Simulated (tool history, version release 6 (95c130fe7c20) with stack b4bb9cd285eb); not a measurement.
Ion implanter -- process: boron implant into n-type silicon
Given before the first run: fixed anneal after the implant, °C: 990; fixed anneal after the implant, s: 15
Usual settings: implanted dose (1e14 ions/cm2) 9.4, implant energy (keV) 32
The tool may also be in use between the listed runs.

run,day,implanted dose (1e14 ions/cm2),implant energy (keV),wafers since the last listed run,hours since the last dose calibration,hours since the extraction supply was calibrated,hours since the gauge calibration,"read-back reference wafer on the same gauge, sheet resistance",sheet resistance of the implanted and annealed layer (ohm/square)
1,0,9.4,28,0,1975,2828.5,92.2,130,154.03
2,0.321,10.63,32,179,1982.7,2836.2,99.9,129.98,138.43
3,0.75,10.63,32,240,1993,2846.5,110.2,130.02,138.47
4,1.05,10.63,32,167,2000.2,2853.7,117.4,130.01,138.31
5,2.546,9.4,32,836,2036.1,2889.6,153.3,129.98,153.1
6,3.246,9.4,24,391,2052.9,2906.4,170.1,130.02,155.84
7,3.746,9.4,32,279,2064.9,2918.4,182.1,129.98,152.8
8,4.025,9.4,32,156,2071.6,2925.1,188.8,129.99,152.96
# day 4.038: gauge calibrated
9,4.375,7.91,21,195,2080,2933.5,8.1,130.01,181.16
10,5.067,7.13,25.5,386,2096.6,2950.1,24.7,130,195.03
11,6.425,7.58,21.5,759,2129.2,2982.7,57.3,130.01,187.46
12,7.458,9.4,29,577,2154,3007.5,82.1,130.04,153.96
# day 8.333: Faraday cup replaced and dose calibrated
# day 8.333: extraction supply calibrated
13,9.654,10.71,24.5,1040,31.7,31.7,134.8,130.01,134.25
14,10.388,9.4,32,410,49.3,49.3,152.4,129.96,146.96
15,10.879,9.4,24,274,61.1,61.1,164.2,129.97,149.49
16,11.204,11.75,38,181,68.9,68.9,172,130.05,122.19
17,11.475,10.75,32,151,75.4,75.4,178.5,129.94,132.04

Consider 5 possible next runs. They are alternatives, not a sequence: every one starts from the tool as it was left by run 17. What does each give?
A,11.492,9.4,32,9,75.8,75.8,178.9,?,?
B,11.492,11.42,28,9,75.8,75.8,178.9,?,?
C,11.492,6.86,28.5,9,75.8,75.8,178.9,?,?
D,11.492,10.2,37,9,75.8,75.8,178.9,?,?
E,11.492,11.62,32,9,75.8,75.8,178.9,?,?

run,"read-back reference wafer on the same gauge, sheet resistance",sheet resistance of the implanted and annealed layer (ohm/square)
A,130.04,147.02
B,130.04,127.02
C,130.04,191.97
D,130.04,136.82
E,130.04,124.26
With no hidden state in the tool, these same runs would have given:
run,sheet resistance of the implanted and annealed layer (ohm/square)
A,146.84
B,126.87
C,191.72
D,136.66
E,124.12

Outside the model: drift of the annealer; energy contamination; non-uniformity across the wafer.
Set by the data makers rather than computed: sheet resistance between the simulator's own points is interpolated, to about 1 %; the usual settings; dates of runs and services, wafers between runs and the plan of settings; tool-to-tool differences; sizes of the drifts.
